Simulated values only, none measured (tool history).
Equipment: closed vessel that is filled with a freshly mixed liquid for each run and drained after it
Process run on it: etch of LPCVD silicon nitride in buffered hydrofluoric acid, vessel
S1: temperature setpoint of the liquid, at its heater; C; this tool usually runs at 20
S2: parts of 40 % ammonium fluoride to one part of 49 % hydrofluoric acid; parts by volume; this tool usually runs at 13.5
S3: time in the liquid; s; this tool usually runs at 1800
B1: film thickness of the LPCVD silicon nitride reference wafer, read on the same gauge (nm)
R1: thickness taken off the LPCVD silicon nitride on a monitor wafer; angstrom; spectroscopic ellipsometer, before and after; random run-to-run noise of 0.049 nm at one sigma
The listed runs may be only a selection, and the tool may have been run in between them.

{"run": 1, "hour": 0.0, "S1": 20, "S2": 13.5, "S3": 1800, "B1": 39.48, "R1": 164.4}
{"run": 2, "hour": 28.5, "S1": 20, "S2": 13.5, "S3": 1800, "B1": 39.49, "R1": 165.4}
{"run": 3, "hour": 44.3, "S1": 20, "S2": 13.5, "S3": 1800, "B1": 39.48, "R1": 165.1}
{"hour": 60.2, "done": "gauge calibrated"}
{"run": 4, "hour": 71.8, "S1": 20, "S2": 13.5, "S3": 1800, "B1": 39.89, "R1": 166.9}
{"run": 5, "hour": 95.8, "S1": 20, "S2": 13.5, "S3": 1800, "B1": 39.78, "R1": 166.6}
{"run": 6, "hour": 122.8, "S1": 20, "S2": 13.5, "S3": 1800, "B1": 39.7, "R1": 165.9}
{"run": 7, "hour": 146.5, "S1": 20, "S2": 13.5, "S3": 1800, "B1": 39.67, "R1": 165.5}
{"run": 8, "hour": 180.0, "S1": 17.5, "S2": 13.5, "S3": 1800, "B1": 39.58, "R1": 144.4}
{"hour": 187.3, "done": "hydrofluoric acid flow meter replaced"}
{"run": 9, "hour": 210.4, "S1": 17.5, "S2": 13.5, "S3": 1800, "B1": 39.59, "R1": 143.5}
{"run": 10, "hour": 231.9, "S1": 20, "S2": 13.5, "S3": 1800, "B1": 39.55, "R1": 165.4}
{"run": 11, "hour": 249.7, "S1": 20, "S2": 13.5, "S3": 1800, "B1": 39.54, "R1": 166.1}
{"run": 12, "hour": 262.0, "S1": 17, "S2": 13.5, "S3": 1800, "B1": 39.54, "R1": 139.1}
{"hour": 279.0, "done": "gauge calibrated"}
{"run": 13, "hour": 281.3, "S1": 17, "S2": 8.5, "S3": 1800, "B1": 40, "R1": 215.7}
{"hour": 315.0, "done": "thermometer replaced"}
{"run": 14, "hour": 315.5, "S1": 20, "S2": 11.5, "S3": 1800, "B1": 39.91, "R1": 195.1}
{"run": 15, "hour": 345.1, "S1": 17, "S2": 17, "S3": 1195, "B1": 39.84, "R1": 74.6}
{"run": 16, "hour": 363.0, "S1": 23, "S2": 10, "S3": 1800, "B1": 39.82, "R1": 264.3}
{"run": 17, "hour": 387.1, "S1": 17, "S2": 17.5, "S3": 1240, "B1": 39.76, "R1": 74.6}
{"run": 18, "hour": 403.1, "S1": 20, "S2": 13.5, "S3": 1800, "B1": 39.74, "R1": 166.3}

State the hidden condition of the tool at each of the runs:
liquid hotter than its thermometer reads (K): 0 in every run
hydrofluoric acid flow above the setpoint (%): 0 in every run
H1: gauge reads high (%)
run=1 H1=-1.21
run=2 H1=-1.23
run=3 H1=-1.25
run=4 H1=-0.326
run=5 H1=-0.557
run=6 H1=-0.75
run=7 H1=-0.876
run=8 H1=-1
run=9 H1=-1.08
run=10 H1=-1.13
run=11 H1=-1.15
run=12 H1=-1.17
run=13 H1=0.103
run=14 H1=-0.243
run=15 H1=-0.45
run=16 H1=-0.545
run=17 H1=-0.644
run=18 H1=-0.696
